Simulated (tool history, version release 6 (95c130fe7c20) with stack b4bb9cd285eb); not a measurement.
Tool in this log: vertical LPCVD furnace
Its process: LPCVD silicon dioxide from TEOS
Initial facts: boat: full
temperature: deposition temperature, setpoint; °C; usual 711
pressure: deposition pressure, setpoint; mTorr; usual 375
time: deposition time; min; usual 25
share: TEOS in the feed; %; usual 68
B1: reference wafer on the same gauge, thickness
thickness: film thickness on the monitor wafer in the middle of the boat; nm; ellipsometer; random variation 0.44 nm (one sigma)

{"run": 1, "hour": 0.0, "temperature": 711, "pressure": 375, "time": 25, "share": 62, "B1": 241, "thickness": 308.13}
{"run": 2, "hour": 241.2, "temperature": 711, "pressure": 375, "time": 25, "share": 62, "B1": 240.98, "thickness": 307.63}
{"run": 3, "hour": 316.0, "temperature": 711, "pressure": 375, "time": 25, "share": 62, "B1": 241, "thickness": 308.19}
{"hour": 361.0, "done": "gauge calibrated"}
{"run": 4, "hour": 368.2, "temperature": 711, "pressure": 425, "time": 25, "share": 68, "B1": 240.99, "thickness": 343.86}
{"run": 5, "hour": 427.7, "temperature": 711, "pressure": 425, "time": 25, "share": 68, "B1": 240.98, "thickness": 344.65}
{"run": 6, "hour": 478.9, "temperature": 711, "pressure": 335, "time": 25, "share": 68, "B1": 241.1, "thickness": 305.22}
{"hour": 540.6, "done": "thermocouples replaced and temperature profile calibrated"}
{"run": 7, "hour": 584.0, "temperature": 711, "pressure": 335, "time": 25, "share": 68, "B1": 240.92, "thickness": 284.35}
{"hour": 623.1, "done": "pressure gauge zeroed"}
{"run": 8, "hour": 668.1, "temperature": 711, "pressure": 375, "time": 25, "share": 68, "B1": 240.99, "thickness": 296.68}
{"hour": 723.1, "done": "TEOS flow controller replaced"}
{"run": 9, "hour": 723.6, "temperature": 711, "pressure": 375, "time": 29.5, "share": 68, "B1": 241.01, "thickness": 351.49}
{"run": 10, "hour": 814.6, "temperature": 711, "pressure": 400, "time": 20, "share": 68, "B1": 240.93, "thickness": 246.78}
{"run": 11, "hour": 871.6, "temperature": 717, "pressure": 375, "time": 25, "share": 55, "B1": 241.04, "thickness": 308.23}
{"run": 12, "hour": 935.0, "temperature": 702, "pressure": 400, "time": 27.5, "share": 79, "B1": 241.01, "thickness": 298.9}
{"run": 13, "hour": 1001.8, "temperature": 711, "pressure": 440, "time": 17, "share": 68, "B1": 240.97, "thickness": 221.53}
{"run": 14, "hour": 1074.5, "temperature": 711, "pressure": 375, "time": 30.5, "share": 68, "B1": 241.04, "thickness": 368}
{"run": 15, "hour": 1165.7, "temperature": 711, "pressure": 375, "time": 25, "share": 68, "B1": 240.97, "thickness": 302.87}

Branching from run 15: 5 alternative next runs. What would each branch give?
{"run": "A", "hour": 1170.0, "temperature": 711, "pressure": 375, "time": 25, "share": 68, "B1": "?", "thickness": "?"}
{"run": "B", "hour": 1170.0, "temperature": 699, "pressure": 375, "time": 25, "share": 68, "B1": "?", "thickness": "?"}
{"run": "C", "hour": 1170.0, "temperature": 705, "pressure": 465, "time": 20, "share": 77, "B1": "?", "thickness": "?"}
{"run": "D", "hour": 1170.0, "temperature": 702, "pressure": 375, "time": 25, "share": 76, "B1": "?", "thickness": "?"}
{"run": "E", "hour": 1170.0, "temperature": 711, "pressure": 375, "time": 16.5, "share": 61, "B1": "?", "thickness": "?"}

run=A B1=241.04 thickness=302.23
run=B B1=241.04 thickness=229.43
run=C B1=241.04 thickness=249.96
run=D B1=241.04 thickness=260.02
run=E B1=241.04 thickness=188.92
With no hidden state in the tool, these same runs would have given:
run=A thickness=295.24
run=B thickness=223.98
run=C thickness=243.98
run=D thickness=253.88
run=E thickness=184.56

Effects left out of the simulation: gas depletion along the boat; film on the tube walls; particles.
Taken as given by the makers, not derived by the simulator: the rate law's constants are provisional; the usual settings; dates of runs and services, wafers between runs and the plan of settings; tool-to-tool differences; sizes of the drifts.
